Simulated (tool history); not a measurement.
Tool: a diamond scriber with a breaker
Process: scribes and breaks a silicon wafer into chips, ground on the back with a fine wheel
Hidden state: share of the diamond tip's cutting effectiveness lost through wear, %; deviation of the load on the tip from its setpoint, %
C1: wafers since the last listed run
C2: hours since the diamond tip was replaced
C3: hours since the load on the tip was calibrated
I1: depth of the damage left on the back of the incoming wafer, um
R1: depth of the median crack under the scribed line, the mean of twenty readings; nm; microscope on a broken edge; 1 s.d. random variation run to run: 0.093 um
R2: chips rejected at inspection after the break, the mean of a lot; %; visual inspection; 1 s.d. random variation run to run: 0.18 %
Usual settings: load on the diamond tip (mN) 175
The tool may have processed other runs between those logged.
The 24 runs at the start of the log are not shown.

run 25 hour=2114.5 | load_on_the_diamond_tip_(mN)=196 | C1=241 C2=824 C3=739.8 | I1=1.68 | R1=12810 R2=3.09
-- hour=2133.6 diamond tip replaced by a new one
run 26 hour=2162.7 | load_on_the_diamond_tip_(mN)=143 | C1=112 C2=29.1 C3=788 | I1=2.12 | R1=11100 R2=2.76
run 27 hour=2199.9 | load_on_the_diamond_tip_(mN)=159 | C1=90 C2=66.3 C3=825.2 | I1=1.8 | R1=11700 R2=1.74
-- hour=2220.3 load on the tip recalibrated
run 28 hour=2258 | load_on_the_diamond_tip_(mN)=221 | C1=137 C2=124.4 C3=37.7 | I1=1.83 | R1=12940 R2=3.91
run 29 hour=2330.9 | load_on_the_diamond_tip_(mN)=175 | C1=178 C2=197.3 C3=110.6 | I1=2.98 | R1=11540 R2=3.18
run 30 hour=2448.2 | load_on_the_diamond_tip_(mN)=175 | C1=286 C2=314.6 C3=227.9 | I1=2.4 | R1=11690 R2=2.41
run 31 hour=2515 | load_on_the_diamond_tip_(mN)=195 | C1=163 C2=381.4 C3=294.7 | I1=1.84 | R1=12250 R2=2.12
run 32 hour=2569.6 | load_on_the_diamond_tip_(mN)=150 | C1=133 C2=436 C3=349.3 | I1=1.87 | R1=11150 R2=2.58
run 33 hour=2669.4 | load_on_the_diamond_tip_(mN)=175 | C1=243 C2=535.8 C3=449.1 | I1=2.95 | R1=11810 R2=3.3
run 34 hour=2709.8 | load_on_the_diamond_tip_(mN)=215 | C1=98 C2=576.2 C3=489.5 | I1=2.55 | R1=12870 R2=3.51
run 35 hour=2766.6 | load_on_the_diamond_tip_(mN)=175 | C1=138 C2=633 C3=546.3 | I1=2.65 | R1=11800 R2=3.02
run 36 hour=2853.4 | load_on_the_diamond_tip_(mN)=175 | C1=211 C2=719.8 C3=633.1 | I1=2.01 | R1=11800 R2=2.26
run 37 hour=2955.6 | load_on_the_diamond_tip_(mN)=138 | C1=249 C2=822 C3=735.3 | I1=1.66 | R1=10840 R2=2.22
run 38 hour=3000.5 | load_on_the_diamond_tip_(mN)=205 | C1=109 C2=866.9 C3=780.2 | I1=2.9 | R1=12820 R2=4.5
-- hour=3027.3 load on the tip recalibrated
-- hour=3039 diamond tip replaced by a new one
run 39 hour=3048.9 | load_on_the_diamond_tip_(mN)=137 | C1=108 C2=9.9 C3=21.6 | I1=2.09 | R1=10350 R2=4.19
run 40 hour=3152.1 | load_on_the_diamond_tip_(mN)=204 | C1=252 C2=113.1 C3=124.8 | I1=2.41 | R1=12130 R2=3.23
run 41 hour=3197.5 | load_on_the_diamond_tip_(mN)=188 | C1=110 C2=158.5 C3=170.2 | I1=2.5 | R1=11830 R2=2.81

Below are 4 alternative next runs, each starting from the tool's condition after run 41. Predict each:
run A hour=3198.2 | load_on_the_diamond_tip_(mN)=175 | C1=1 C2=159.2 C3=170.9 | I1=2.48 | R1=? R2=?
run B hour=3198.2 | load_on_the_diamond_tip_(mN)=219 | C1=1 C2=159.2 C3=170.9 | I1=2.48 | R1=? R2=?
run C hour=3198.2 | load_on_the_diamond_tip_(mN)=226 | C1=1 C2=159.2 C3=170.9 | I1=2.48 | R1=? R2=?
run D hour=3198.2 | load_on_the_diamond_tip_(mN)=225 | C1=1 C2=159.2 C3=170.9 | I1=2.48 | R1=? R2=?

run=A R1=11520 R2=2.9
run=B R1=12730 R2=3.98
run=C R1=12920 R2=4.36
run=D R1=12890 R2=4.3
Take away the tool's hidden state, keep each run's random variation, and the runs would have read:
run=A R1=11510 R2=2.9
run=B R1=12720 R2=3.95
run=C R1=12910 R2=4.33
run=D R1=12880 R2=4.28

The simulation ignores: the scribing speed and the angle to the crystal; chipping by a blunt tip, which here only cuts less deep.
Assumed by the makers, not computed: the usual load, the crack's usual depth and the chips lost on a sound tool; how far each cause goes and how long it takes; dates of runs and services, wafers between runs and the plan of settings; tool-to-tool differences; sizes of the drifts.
